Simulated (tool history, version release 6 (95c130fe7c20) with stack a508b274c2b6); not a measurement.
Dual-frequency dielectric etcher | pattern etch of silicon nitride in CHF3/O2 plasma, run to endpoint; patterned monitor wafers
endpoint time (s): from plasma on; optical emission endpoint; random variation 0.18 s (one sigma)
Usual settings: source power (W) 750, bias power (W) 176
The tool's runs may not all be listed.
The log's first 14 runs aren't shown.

run    hour  source power (W)  bias power (W)  wafers since the last listed run  hours since the last wet clean  hours since the last source power generator calibration  hours since the last bias power generator calibration  hours since the last upper electrode change  incoming incoming film thickness, nm  endpoint time (s)
 15   758.6               750             176                               919                           531.6                                                   3714.3                                                 4304.2                                       3427.0                                  52.3               31.0
 16   800.3               750             176                               569                           573.3                                                   3756.0                                                 4345.9                                       3468.7                                  52.5               31.1
      843.3  -- upper electrode replaced
      886.0  -- wet clean of the chamber
 17   886.5               750             176                               522                             0.5                                                   3842.2                                                 4432.1                                         43.2                                  53.0               32.0
 18   911.2               840             195                               337                            25.2                                                   3866.9                                                 4456.8                                         67.9                                  53.0               29.0
      940.2  -- source power generator calibrated
 19   940.7               690             198                               348                            54.7                                                      0.5                                                 4486.3                                         97.4                                  52.4               31.5
 20   994.8               750             202                               739                           108.8                                                     54.6                                                 4540.4                                        151.5                                  53.1               30.4
 21  1050.7               650             176                               764                           164.7                                                    110.5                                                 4596.3                                        207.4                                  52.9               34.4
     1060.6  -- bias power generator calibrated
 22  1097.7               880             157                               587                           211.7                                                    157.5                                                   37.1                                        254.4                                  53.0               30.6
 23  1122.2               640             188                               334                           236.2                                                    182.0                                                   61.6                                        278.9                                  51.8               32.7
 24  1181.3               930             141                               807                           295.3                                                    241.1                                                  120.7                                        338.0                                  52.7               30.7
 25  1219.6               750             176                               523                           333.6                                                    279.4                                                  159.0                                        376.3                                  52.6               31.5
 26  1288.3               810             205                               938                           402.3                                                    348.1                                                  227.7                                        445.0                                  52.4               28.5
 27  1327.0               650             204                               528                           441.0                                                    386.8                                                  266.4                                        483.7                                  53.1               32.3
 28  1367.7               750             176                               556                           481.7                                                    427.5                                                  307.1                                        524.4                                  52.8               31.5
 29  1405.4               750             176                               515                           519.4                                                    465.2                                                  344.8                                        562.1                                  52.9               31.5
 30  1477.3               750             176                               982                           591.3                                                    537.1                                                  416.7                                        634.0                                  52.3               31.1
     1513.7  -- wet clean of the chamber
 31  1514.2               620             191                               176                             0.5                                                    574.0                                                  453.6                                        670.9                                  52.3               33.5
 32  1583.6               580             176                               948                            69.9                                                    643.4                                                  523.0                                        740.3                                  52.8               36.6
 33  1624.0               820             161                               552                           110.3                                                    683.8                                                  563.4                                        780.7                                  52.5               31.3
 34  1696.0               700             155                               984                           182.3                                                    755.8                                                  635.4                                        852.7                                  52.6               34.0
 35  1739.9               700             209                               600                           226.2                                                    799.7                                                  679.3                                        896.6                                  52.4               30.0

4 ways to go on from here, each from the tool as it stands after run 35. What would each give?
  A  1740.3               750             136                                 5                           226.6                                                    800.1                                                  679.7                                        897.0                                  52.2                  ?
  B  1740.3               920             205                                 5                           226.6                                                    800.1                                                  679.7                                        897.0                                  52.2                  ?
  C  1740.3               700             159                                 5                           226.6                                                    800.1                                                  679.7                                        897.0                                  52.2                  ?
  D  1740.3               610             156                                 5                           226.6                                                    800.1                                                  679.7                                        897.0                                  52.2                  ?

run  endpoint time (s)
  A               34.1
  B               26.5
  C               33.3
  D               36.0
Without the tool's hidden state the same runs would have given:
run  endpoint time (s)
  A               34.5
  B               26.8
  C               33.7
  D               36.4
